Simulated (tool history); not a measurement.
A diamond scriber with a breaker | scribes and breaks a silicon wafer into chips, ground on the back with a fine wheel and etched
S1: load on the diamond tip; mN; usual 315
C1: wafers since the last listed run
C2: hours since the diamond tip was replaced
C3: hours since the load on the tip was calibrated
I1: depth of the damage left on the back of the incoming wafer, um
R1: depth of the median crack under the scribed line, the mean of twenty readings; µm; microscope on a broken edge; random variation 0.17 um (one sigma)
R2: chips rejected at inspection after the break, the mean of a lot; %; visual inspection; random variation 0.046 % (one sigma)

Run 1, day 0: usual settings but S1 259 mN; C1 0; C2 282.4; C3 608.7; I1 0.56. Result: R1 9.92 µm, R2 16.66 %.
Run 2, day 0.954: usual settings but S1 285 mN; C1 68; C2 305.3; C3 631.6; I1 0.7. Result: R1 10.75 µm, R2 9.52 %.
Run 3, day 2.162: usual settings but S1 371 mN; C1 86; C2 334.3; C3 660.6; I1 0.4. Result: R1 12.82 µm, R2 1.12 %.
Run 4, day 3.188: usual settings but S1 371 mN; C1 73; C2 358.9; C3 685.2; I1 0.64. Result: R1 12.72 µm, R2 1.24 %.
Run 5, day 4.225: usual settings but S1 371 mN; C1 74; C2 383.8; C3 710.1; I1 0.46. Result: R1 12.86 µm, R2 1.46 %.
Run 6, day 5.346: usual settings but S1 338 mN; C1 80; C2 410.7; C3 737; I1 0.66. Result: R1 11.89 µm, R2 3.93 %.
Run 7, day 6.579: usual settings but S1 338 mN; C1 88; C2 440.3; C3 766.6; I1 0.72. Result: R1 11.48 µm, R2 4.52 %.
Run 8, day 7.179: usual settings but S1 338 mN; C1 42; C2 454.7; C3 781; I1 0.35. Result: R1 11.77 µm, R2 4.39 %.
Run 9, day 8.592: usual settings; C1 101; C2 488.6; C3 814.9; I1 0.79. Result: R1 11.14 µm, R2 7.66 %.
At day 8.912: diamond tip replaced by a new one.
Run 10, day 9.638: usual settings but S1 384 mN; C1 68; C2 17.4; C3 840; I1 0.76. Result: R1 13.9 µm, R2 0.61 %.
At day 9.912: load on the tip recalibrated.
Run 11, day 10.65: usual settings but S1 278 mN; C1 66; C2 41.7; C3 17.7; I1 0.33. Result: R1 12.37 µm, R2 2.41 %.
Run 12, day 12.129: usual settings but S1 366 mN; C1 105; C2 77.2; C3 53.2; I1 0.44. Result: R1 15.01 µm, R2 2.28 %.
Run 13, day 12.7: usual settings but S1 223 mN; C1 40; C2 90.9; C3 66.9; I1 0.69. Result: R1 10.26 µm, R2 16.67 %.
Run 14, day 13.479: usual settings but S1 397 mN; C1 55; C2 109.6; C3 85.6; I1 0.73. Result: R1 15.68 µm, R2 4.3 %.
Run 15, day 14.221: usual settings but S1 339 mN; C1 53; C2 127.4; C3 103.4; I1 0.5. Result: R1 14 µm, R2 0.73 %.
Run 16, day 15.092: usual settings but S1 277 mN; C1 62; C2 148.3; C3 124.3; I1 0.77. Result: R1 11.72 µm, R2 4.1 %.
Run 17, day 16.088: usual settings but S1 397 mN; C1 71; C2 172.2; C3 148.2; I1 0.65. Result: R1 15.29 µm, R2 2.91 %.
Run 18, day 18.154: usual settings but S1 278 mN; C1 147; C2 221.8; C3 197.8; I1 0.78. Result: R1 11.75 µm, R2 4.9 %.
Run 19, day 19.225: usual settings but S1 345 mN; C1 76; C2 247.5; C3 223.5; I1 0.48. Result: R1 13.68 µm, R2 0.69 %.

5 ways to go on from here, each from the tool as it stands after run 19. What would each give?
Run A, day 19.246: usual settings; C1 1; C2 248; C3 224; I1 0.63. Result: R1 ?, R2 ?.
Run B, day 19.246: usual settings but S1 349 mN; C1 1; C2 248; C3 224; I1 0.63. Result: R1 ?, R2 ?.
Run C, day 19.246: usual settings but S1 271 mN; C1 1; C2 248; C3 224; I1 0.63. Result: R1 ?, R2 ?.
Run D, day 19.246: usual settings but S1 364 mN; C1 1; C2 248; C3 224; I1 0.63. Result: R1 ?, R2 ?.
Run E, day 19.246: usual settings but S1 281 mN; C1 1; C2 248; C3 224; I1 0.63. Result: R1 ?, R2 ?.

run     R1    R2
  A  12.67  1.62
  B  13.67  0.68
  C  11.32  7.08
  D   14.1  0.96
  E  11.63  5.33
Without the tool's hidden state the same runs would have given:
run     R1    R2
  A  13.57  0.68
  B  14.64  1.82
  C  12.12  3.19
  D   15.1  2.92
  E  12.46  2.13
